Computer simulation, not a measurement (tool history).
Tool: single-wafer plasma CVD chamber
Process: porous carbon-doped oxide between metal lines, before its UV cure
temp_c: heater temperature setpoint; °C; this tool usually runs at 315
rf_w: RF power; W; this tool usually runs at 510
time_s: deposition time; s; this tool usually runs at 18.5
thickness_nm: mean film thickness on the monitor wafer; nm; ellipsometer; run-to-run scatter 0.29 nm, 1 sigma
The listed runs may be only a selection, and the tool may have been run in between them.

run,hour,temp_c,rf_w,time_s,"read-back reference wafer on the same gauge, thickness_nm",thickness_nm
1,0,315,460,18.5,93.928,83.58
2,106.8,315,460,18.5,94.083,83.055
3,201.4,315,510,18.5,94.071,87.088
4,305.9,315,510,18.5,94.009,86.882
5,350.9,315,510,18.5,94.045,86.363
6,455.9,304,510,16,93.991,79.101
7,539.2,315,510,18.5,93.988,86.773
8,586.5,315,510,18.5,93.965,86.713
# hour 643.7: RF generator calibrated
9,723,315,510,18.5,93.985,86.269
10,825.6,315,510,18.5,93.965,86.207
11,872,315,510,18.5,93.998,86.499
12,959.8,315,510,19.8,93.9,92.051
13,1046.4,315,510,19.8,94.048,91.792
14,1106.2,319,600,16.7,93.997,81.92
15,1161.7,315,510,18.5,94.029,86.153
# hour 1237.7: thermocouple changed; heater temperature recalibrated
16,1266.4,320,465,20.2,93.996,90.106
17,1311.5,321,455,17.2,94.092,75.637
18,1372.2,315,610,18.5,94.047,94.59
19,1435.2,302,465,18.5,94.16,89.356
20,1506.1,303,560,21,94.09,107.88
21,1554.2,329,425,21.3,93.973,87.58
22,1612.1,321,435,17.4,94.05,75.019
# hour 1637.1: gauge calibrated
# hour 1708.7: showerhead replaced
23,1709.2,300,540,21.9,93.999,111.648

Predict the results of run 24:
24,1927.1,315,510,18.5,?,?

Logged for run 24: read-back reference wafer on the same gauge, thickness_nm 94.018, thickness_nm 86.272 nm.
Had the tool carried no hidden state, the very same run would have given thickness_nm 87.929 nm.
